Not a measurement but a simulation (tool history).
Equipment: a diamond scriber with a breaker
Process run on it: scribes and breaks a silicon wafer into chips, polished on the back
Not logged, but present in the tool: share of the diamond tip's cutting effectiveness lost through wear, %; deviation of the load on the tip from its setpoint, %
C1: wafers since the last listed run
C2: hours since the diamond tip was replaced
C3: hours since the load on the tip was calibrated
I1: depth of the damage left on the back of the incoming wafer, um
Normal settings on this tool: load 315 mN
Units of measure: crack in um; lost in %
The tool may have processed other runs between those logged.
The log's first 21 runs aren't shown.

At hour 213.2: load on the tip recalibrated.
Run 22, hour 219.1: usual settings; C1 33; C2 48.3; C3 5.9; I1 0.02. Result: crack 11.01 um, lost 1.32 %.
Run 23, hour 234.7: usual settings but load 371 mN; C1 60; C2 63.9; C3 21.5; I1 0.04. Result: crack 13.05 um, lost 5.04 %.
Run 24, hour 248.8: usual settings but load 375 mN; C1 54; C2 78; C3 35.6; I1 0.04. Result: crack 13.2 um, lost 5.39 %.
Run 25, hour 264: usual settings but load 243 mN; C1 59; C2 93.2; C3 50.8; I1 0.02. Result: crack 8.28 um, lost 12.42 %.
Run 26, hour 273.2: usual settings; C1 35; C2 102.4; C3 60; I1 0.02. Result: crack 10.65 um, lost 1.26 %.
Run 27, hour 288.5: usual settings but load 355 mN; C1 59; C2 117.7; C3 75.3; I1 0.05. Result: crack 12.38 um, lost 3.2 %.
Run 28, hour 297.3: usual settings; C1 34; C2 126.5; C3 84.1; I1 0.03. Result: crack 11.05 um, lost 1.22 %.
Run 29, hour 303.6: usual settings but load 403 mN; C1 24; C2 132.8; C3 90.4; I1 0.03. Result: crack 14.25 um, lost 8.82 %.
Run 30, hour 318.9: usual settings but load 353 mN; C1 59; C2 148.1; C3 105.7; I1 0.03. Result: crack 12.55 um, lost 2.88 %.
Run 31, hour 335.1: usual settings but load 244 mN; C1 62; C2 164.3; C3 121.9; I1 0.04. Result: crack 8.45 um, lost 12.09 %.
Run 32, hour 344.4: usual settings but load 256 mN; C1 36; C2 173.6; C3 131.2; I1 0.02. Result: crack 8.74 um, lost 8.6 %.
Run 33, hour 361.3: usual settings but load 257 mN; C1 65; C2 190.5; C3 148.1; I1 0.02. Result: crack 9.06 um, lost 8.99 %.
Run 34, hour 383.8: usual settings but load 264 mN; C1 87; C2 213; C3 170.6; I1 0.03. Result: crack 9.17 um, lost 6.2 %.
Run 35, hour 421: usual settings but load 408 mN; C1 144; C2 250.2; C3 207.8; I1 0.02. Result: crack 13.79 um, lost 10.41 %.
Run 36, hour 430.2: usual settings but load 384 mN; C1 35; C2 259.4; C3 217; I1 0.01. Result: crack 13.29 um, lost 6.93 %.

What if the next run were any one of these 3? Each begins from the tool's condition after run 36:
Run A, hour 430.8: usual settings but load 363 mN; C1 2; C2 260; C3 217.6; I1 0.04. Result: crack ?, lost ?.
Run B, hour 430.8: usual settings but load 399 mN; C1 2; C2 260; C3 217.6; I1 0.04. Result: crack ?, lost ?.
Run C, hour 430.8: usual settings but load 351 mN; C1 2; C2 260; C3 217.6; I1 0.04. Result: crack ?, lost ?.

run  crack  lost
  A  12.74  4.38
  B  13.94   9.2
  C  12.33  3.16
Had the tool no hidden state, the same runs would have come out as:
run  crack  lost
  A  12.74  4.38
  B  13.94   9.2
  C  12.33  3.16
